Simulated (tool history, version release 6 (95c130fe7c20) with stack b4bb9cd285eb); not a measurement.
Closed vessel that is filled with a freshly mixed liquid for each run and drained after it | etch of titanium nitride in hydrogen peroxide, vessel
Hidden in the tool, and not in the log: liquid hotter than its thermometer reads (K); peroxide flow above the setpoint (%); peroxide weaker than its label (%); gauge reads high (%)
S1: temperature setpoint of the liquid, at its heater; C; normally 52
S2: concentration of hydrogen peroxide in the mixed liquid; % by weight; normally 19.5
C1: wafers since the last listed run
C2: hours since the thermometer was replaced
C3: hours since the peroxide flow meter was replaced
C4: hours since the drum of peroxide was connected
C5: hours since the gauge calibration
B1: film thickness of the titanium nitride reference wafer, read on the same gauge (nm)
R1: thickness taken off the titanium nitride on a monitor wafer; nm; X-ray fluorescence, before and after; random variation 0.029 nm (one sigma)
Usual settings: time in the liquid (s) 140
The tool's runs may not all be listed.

run 1 hour=0 | S1=52 S2=19.5 time_in_the_liquid_(s)=140 | C1=0 C2=1883.2 C3=1784.7 C4=289.9 C5=22.2 | B1=39.97 | R1=10.04
run 2 hour=8.6 | S1=52 S2=19.5 time_in_the_liquid_(s)=140 | C1=1072 C2=1891.8 C3=1793.3 C4=298.5 C5=30.8 | B1=40.03 | R1=10.04
run 3 hour=18.2 | S1=52 S2=19.5 time_in_the_liquid_(s)=140 | C1=1197 C2=1901.4 C3=1802.9 C4=308.1 C5=40.4 | B1=39.98 | R1=10.1
run 4 hour=25.6 | S1=52 S2=19.5 time_in_the_liquid_(s)=140 | C1=923 C2=1908.8 C3=1810.3 C4=315.5 C5=47.8 | B1=40 | R1=10.08
run 5 hour=43.2 | S1=59.5 S2=19.5 time_in_the_liquid_(s)=110 | C1=2195 C2=1926.4 C3=1827.9 C4=333.1 C5=65.4 | B1=40 | R1=13.35
-- hour=56.2 thermometer replaced
run 6 hour=57 | S1=59.5 S2=19.5 time_in_the_liquid_(s)=110 | C1=1596 C2=0.8 C3=1841.7 C4=346.9 C5=79.2 | B1=40 | R1=10.88
run 7 hour=68.6 | S1=59.5 S2=19.5 time_in_the_liquid_(s)=110 | C1=1447 C2=12.4 C3=1853.3 C4=358.5 C5=90.8 | B1=40 | R1=11.07
run 8 hour=75.2 | S1=52 S2=19.5 time_in_the_liquid_(s)=140 | C1=823 C2=19 C3=1859.9 C4=365.1 C5=97.4 | B1=40 | R1=8.28
run 9 hour=81.6 | S1=58.5 S2=22.5 time_in_the_liquid_(s)=140 | C1=798 C2=25.4 C3=1866.3 C4=371.5 C5=103.8 | B1=40.02 | R1=13.46
-- hour=102.6 gauge calibrated
run 10 hour=102.9 | S1=47.5 S2=15.5 time_in_the_liquid_(s)=105 | C1=2657 C2=46.7 C3=1887.6 C4=392.8 C5=0.3 | B1=39.98 | R1=4.32
-- hour=110.3 peroxide flow meter replaced
run 11 hour=110.8 | S1=48 S2=19.5 time_in_the_liquid_(s)=215 | C1=860 C2=54.6 C3=0.5 C4=400.7 C5=8.2 | B1=40.01 | R1=9.57
run 12 hour=123.8 | S1=58.5 S2=14.5 time_in_the_liquid_(s)=90 | C1=1621 C2=67.6 C3=13.5 C4=413.7 C5=21.2 | B1=40 | R1=7.94
-- hour=130.6 new drum of peroxide connected
run 13 hour=131.1 | S1=46 S2=16 time_in_the_liquid_(s)=140 | C1=785 C2=74.9 C3=20.8 C4=0.5 C5=28.5 | B1=39.98 | R1=5.19
run 14 hour=143.7 | S1=52 S2=13.5 time_in_the_liquid_(s)=210 | C1=1571 C2=87.5 C3=33.4 C4=13.1 C5=41.1 | B1=39.94 | R1=11.64
run 15 hour=156.1 | S1=52 S2=19.5 time_in_the_liquid_(s)=140 | C1=1546 C2=99.9 C3=45.8 C4=25.5 C5=53.5 | B1=40 | R1=8.34
run 16 hour=171.2 | S1=52 S2=19.5 time_in_the_liquid_(s)=140 | C1=1883 C2=115 C3=60.9 C4=40.6 C5=68.6 | B1=40.01 | R1=8.34

Below are 3 alternative next runs, each starting from the tool's condition after run 16. Predict each:
run A hour=171.9 | S1=52 S2=19.5 time_in_the_liquid_(s)=180 | C1=87 C2=115.7 C3=61.6 C4=41.3 C5=69.3 | B1=? | R1=?
run B hour=171.9 | S1=60.5 S2=14.5 time_in_the_liquid_(s)=205 | C1=87 C2=115.7 C3=61.6 C4=41.3 C5=69.3 | B1=? | R1=?
run C hour=171.9 | S1=58.5 S2=19.5 time_in_the_liquid_(s)=200 | C1=87 C2=115.7 C3=61.6 C4=41.3 C5=69.3 | B1=? | R1=?

run=A B1=40.02 R1=10.8
run=B B1=40.02 R1=20.83
run=C B1=40.02 R1=18.89
With the hidden condition removed and each run's random variation left untouched, the same runs would have given:
run=A R1=10.58
run=B R1=20.44
run=C R1=18.53
